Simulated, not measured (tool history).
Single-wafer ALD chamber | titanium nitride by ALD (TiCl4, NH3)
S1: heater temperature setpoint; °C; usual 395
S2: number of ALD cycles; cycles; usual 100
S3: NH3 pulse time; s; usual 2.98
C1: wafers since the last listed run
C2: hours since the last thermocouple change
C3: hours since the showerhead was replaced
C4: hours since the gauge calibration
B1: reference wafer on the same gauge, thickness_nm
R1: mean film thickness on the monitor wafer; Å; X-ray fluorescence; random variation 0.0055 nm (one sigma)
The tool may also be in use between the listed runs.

run    hour   S1   S2    S3   C1      C2      C3      C4     B1     R1
  1       0  395  106  2.98    0   241.3    4091  1530.4  2.212  23.59
       14.4  -- gauge calibrated
  2    40.5  395  106  2.98   66   281.8  4131.5    26.1  2.177  23.25
  3    71.6  395  100  2.98   51   312.9  4162.6    57.2  2.179  21.99
  4   137.4  395  100  2.98  107   378.7  4228.4     123  2.184  21.99
  5   162.1  395  100  2.98   40   403.4  4253.1   147.7  2.187  22.02
  6   212.1  395  100  2.98   82   453.4  4303.1   197.7   2.19  22.02
  7     237  395  100  2.39   40   478.3    4328   222.6  2.192  21.76
  8   278.2  395  100  2.39   67   519.5  4369.2   263.8  2.195  21.75
  9   331.4  402  100  2.98   87   572.7  4422.4     317  2.195  22.14
 10   403.3  395  100  2.45  117   644.6  4494.3   388.9  2.194  21.92
 11   451.2  395  100  2.98   78   692.5  4542.2   436.8  2.195  22.08
 12   617.5  395  100  2.98  272   858.8  4708.5   603.1  2.202  22.22
 13   644.1  395  100  2.98   43   885.4  4735.1   629.7  2.203  22.27
 14   714.2  395  100  2.98  114   955.5  4805.2   699.8  2.204  22.21
 15   756.3  395  100  2.98   69   997.6  4847.3   741.9  2.208  22.27
 16   798.4  395  100  2.98   69  1039.7  4889.4     784  2.207  22.22
 17     824  395   87  2.71   41  1065.3    4915   809.6  2.206   19.2
 18   877.5  395   87  2.71   87  1118.8  4968.5   863.1  2.207  19.33
      903.9  -- showerhead replaced
 19   940.7  405   90  1.84   90    1182    36.8   926.3  2.208  19.45
 20    1003  404   83  3.79  102  1244.3    99.1   988.6  2.209  18.73
 21  1028.1  395  100  2.98   41  1269.4   124.2  1013.7  2.211  22.19
 22  1094.2  388   89  3.47  108  1335.5   190.3  1079.8  2.209  19.91
 23  1151.8  406   81  2.98   94  1393.1   247.9  1137.4  2.212  18.05
 24  1194.6  395   91  2.45   70  1435.9   290.7  1180.2  2.211  20.02
 25  1245.7  395   85  2.98   83    1487   341.8  1231.3  2.209  18.95
 26  1285.1  395  100  2.53   64  1526.4   381.2  1270.7  2.212  22.16
     1332.4  -- gauge calibrated
 27  1343.4  395  100  2.98   95  1584.7   439.5      11  2.173  21.86

Forecast run 28:
 28  1384.2  389  100  2.98  66  1625.5  480.3  51.8   ?   ?

{"run 28": {"B1": 2.175, "R1": 21.75}}
Without the tool's hidden state the same run would have given R1 21.69 Å.
